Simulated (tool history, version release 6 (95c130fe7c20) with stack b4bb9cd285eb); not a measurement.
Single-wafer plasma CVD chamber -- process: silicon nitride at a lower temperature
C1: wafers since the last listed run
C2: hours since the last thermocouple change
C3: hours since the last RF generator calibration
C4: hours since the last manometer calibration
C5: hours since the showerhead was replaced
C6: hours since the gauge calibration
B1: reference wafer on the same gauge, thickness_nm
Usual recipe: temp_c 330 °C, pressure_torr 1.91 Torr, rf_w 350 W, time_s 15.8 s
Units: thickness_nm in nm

run 1 hour=0 | temp_c=330 pressure_torr=1.59 rf_w=350 time_s=15.8 | C1=0 C2=11.4 C3=866.1 C4=1576.5 C5=5776.7 C6=1160.3 | B1=20.713 | thickness_nm=20.498
run 2 hour=30.3 | temp_c=330 pressure_torr=1.91 rf_w=330 time_s=15.8 | C1=710 C2=41.7 C3=896.4 C4=1606.8 C5=5807 C6=1190.6 | B1=20.713 | thickness_nm=20.747
-- hour=39.1 RF generator calibrated
run 3 hour=48.6 | temp_c=330 pressure_torr=1.91 rf_w=350 time_s=15.8 | C1=241 C2=60 C3=9.5 C4=1625.1 C5=5825.3 C6=1208.9 | B1=20.683 | thickness_nm=22.173
run 4 hour=81.9 | temp_c=330 pressure_torr=1.91 rf_w=350 time_s=15.8 | C1=780 C2=93.3 C3=42.8 C4=1658.4 C5=5858.6 C6=1242.2 | B1=20.69 | thickness_nm=22.277
run 5 hour=111.7 | temp_c=319 pressure_torr=1.91 rf_w=350 time_s=15.8 | C1=698 C2=123.1 C3=72.6 C4=1688.2 C5=5888.4 C6=1272 | B1=20.672 | thickness_nm=22.002
run 6 hour=125.2 | temp_c=323 pressure_torr=2.09 rf_w=320 time_s=15.8 | C1=316 C2=136.6 C3=86.1 C4=1701.7 C5=5901.9 C6=1285.5 | B1=20.68 | thickness_nm=21.496
run 7 hour=151.3 | temp_c=330 pressure_torr=2.19 rf_w=350 time_s=15.8 | C1=611 C2=162.7 C3=112.2 C4=1727.8 C5=5928 C6=1311.6 | B1=20.692 | thickness_nm=22.84
run 8 hour=172.3 | temp_c=330 pressure_torr=1.91 rf_w=370 time_s=15.8 | C1=492 C2=183.7 C3=133.2 C4=1748.8 C5=5949 C6=1332.6 | B1=20.713 | thickness_nm=22.856
run 9 hour=189.7 | temp_c=330 pressure_torr=1.91 rf_w=350 time_s=17.9 | C1=407 C2=201.1 C3=150.6 C4=1766.2 C5=5966.4 C6=1350 | B1=20.726 | thickness_nm=25.28
run 10 hour=203 | temp_c=321 pressure_torr=2.06 rf_w=295 time_s=15.8 | C1=311 C2=214.4 C3=163.9 C4=1779.5 C5=5979.7 C6=1363.3 | B1=20.695 | thickness_nm=20.464
run 11 hour=235.8 | temp_c=330 pressure_torr=1.91 rf_w=350 time_s=15.8 | C1=768 C2=247.2 C3=196.7 C4=1812.3 C5=6012.5 C6=1396.1 | B1=20.712 | thickness_nm=22.451
-- hour=265.2 gauge calibrated
run 12 hour=267.3 | temp_c=330 pressure_torr=1.91 rf_w=350 time_s=18.9 | C1=738 C2=278.7 C3=228.2 C4=1843.8 C5=6044 C6=2.1 | B1=20.71 | thickness_nm=26.595
run 13 hour=282.9 | temp_c=315 pressure_torr=1.77 rf_w=325 time_s=15.8 | C1=365 C2=294.3 C3=243.8 C4=1859.4 C5=6059.6 C6=17.7 | B1=20.72 | thickness_nm=20.859
-- hour=302.7 capacitance manometer re-zeroed and calibrated
run 14 hour=305.3 | temp_c=342 pressure_torr=1.91 rf_w=350 time_s=15.8 | C1=337 C2=316.7 C3=266.2 C4=2.6 C5=6082 C6=40.1 | B1=20.725 | thickness_nm=22.013
run 15 hour=318.8 | temp_c=330 pressure_torr=1.91 rf_w=350 time_s=15.8 | C1=316 C2=330.2 C3=279.7 C4=16.1 C5=6095.5 C6=53.6 | B1=20.709 | thickness_nm=22.2
-- hour=416.8 showerhead replaced
run 16 hour=417.3 | temp_c=315 pressure_torr=1.77 rf_w=325 time_s=15.8 | C1=2121 C2=428.7 C3=378.2 C4=114.6 C5=0.5 C6=152.1 | B1=20.666 | thickness_nm=20.975
run 17 hour=437.5 | temp_c=342 pressure_torr=2.35 rf_w=300 time_s=14.5 | C1=473 C2=448.9 C3=398.4 C4=134.8 C5=20.7 C6=172.3 | B1=20.693 | thickness_nm=19.425
run 18 hour=450.9 | temp_c=330 pressure_torr=1.58 rf_w=305 time_s=15.8 | C1=314 C2=462.3 C3=411.8 C4=148.2 C5=34.1 C6=185.7 | B1=20.751 | thickness_nm=19.632
run 19 hour=464.5 | temp_c=330 pressure_torr=1.91 rf_w=350 time_s=17.1 | C1=318 C2=475.9 C3=425.4 C4=161.8 C5=47.7 C6=199.3 | B1=20.662 | thickness_nm=23.984
run 20 hour=498.8 | temp_c=330 pressure_torr=1.91 rf_w=350 time_s=15.8 | C1=804 C2=510.2 C3=459.7 C4=196.1 C5=82 C6=233.6 | B1=20.709 | thickness_nm=22.025
run 21 hour=522.9 | temp_c=330 pressure_torr=1.55 rf_w=400 time_s=15.8 | C1=564 C2=534.3 C3=483.8 C4=220.2 C5=106.1 C6=257.7 | B1=20.675 | thickness_nm=22.621
run 22 hour=543.5 | temp_c=330 pressure_torr=1.91 rf_w=285 time_s=15.8 | C1=482 C2=554.9 C3=504.4 C4=240.8 C5=126.7 C6=278.3 | B1=20.694 | thickness_nm=19.652
run 23 hour=558.9 | temp_c=319 pressure_torr=1.91 rf_w=325 time_s=17.5 | C1=360 C2=570.3 C3=519.8 C4=256.2 C5=142.1 C6=293.7 | B1=20.736 | thickness_nm=23.436
run 24 hour=587 | temp_c=322 pressure_torr=1.91 rf_w=350 time_s=14.6 | C1=658 C2=598.4 C3=547.9 C4=284.3 C5=170.2 C6=321.8 | B1=20.662 | thickness_nm=20.473
run 25 hour=619.4 | temp_c=324 pressure_torr=1.91 rf_w=410 time_s=15.8 | C1=759 C2=630.8 C3=580.3 C4=316.7 C5=202.6 C6=354.2 | B1=20.635 | thickness_nm=24.075
run 26 hour=638.6 | temp_c=321 pressure_torr=1.59 rf_w=370 time_s=15.8 | C1=450 C2=650 C3=599.5 C4=335.9 C5=221.8 C6=373.4 | B1=20.734 | thickness_nm=21.56
run 27 hour=670.4 | temp_c=330 pressure_torr=1.91 rf_w=350 time_s=15.8 | C1=745 C2=681.8 C3=631.3 C4=367.7 C5=253.6 C6=405.2 | B1=20.682 | thickness_nm=21.703
run 28 hour=699.4 | temp_c=325 pressure_torr=1.59 rf_w=375 time_s=15.8 | C1=679 C2=710.8 C3=660.3 C4=396.7 C5=282.6 C6=434.2 | B1=20.712 | thickness_nm=21.885

Alternative continuations, all from the tool just after run 28; predict every row:
run A hour=699.8 | temp_c=330 pressure_torr=1.91 rf_w=350 time_s=15.8 | C1=9 C2=711.2 C3=660.7 C4=397.1 C5=283 C6=434.6 | B1=? | thickness_nm=?
run B hour=699.8 | temp_c=339 pressure_torr=1.91 rf_w=285 time_s=15.8 | C1=9 C2=711.2 C3=660.7 C4=397.1 C5=283 C6=434.6 | B1=? | thickness_nm=?
run C hour=699.8 | temp_c=322 pressure_torr=1.91 rf_w=420 time_s=14.9 | C1=9 C2=711.2 C3=660.7 C4=397.1 C5=283 C6=434.6 | B1=? | thickness_nm=?
run D hour=699.8 | temp_c=330 pressure_torr=2.13 rf_w=350 time_s=15.8 | C1=9 C2=711.2 C3=660.7 C4=397.1 C5=283 C6=434.6 | B1=? | thickness_nm=?
run E hour=699.8 | temp_c=330 pressure_torr=1.91 rf_w=300 time_s=15.8 | C1=9 C2=711.2 C3=660.7 C4=397.1 C5=283 C6=434.6 | B1=? | thickness_nm=?

run=A B1=20.708 thickness_nm=21.909
run=B B1=20.708 thickness_nm=19.447
run=C B1=20.708 thickness_nm=22.915
run=D B1=20.708 thickness_nm=22.473
run=E B1=20.708 thickness_nm=20.099
Had the tool no hidden state, the same runs would have come out as:
run=A thickness_nm=22.279
run=B thickness_nm=19.799
run=C thickness_nm=23.278
run=D thickness_nm=22.853
run=E thickness_nm=20.454
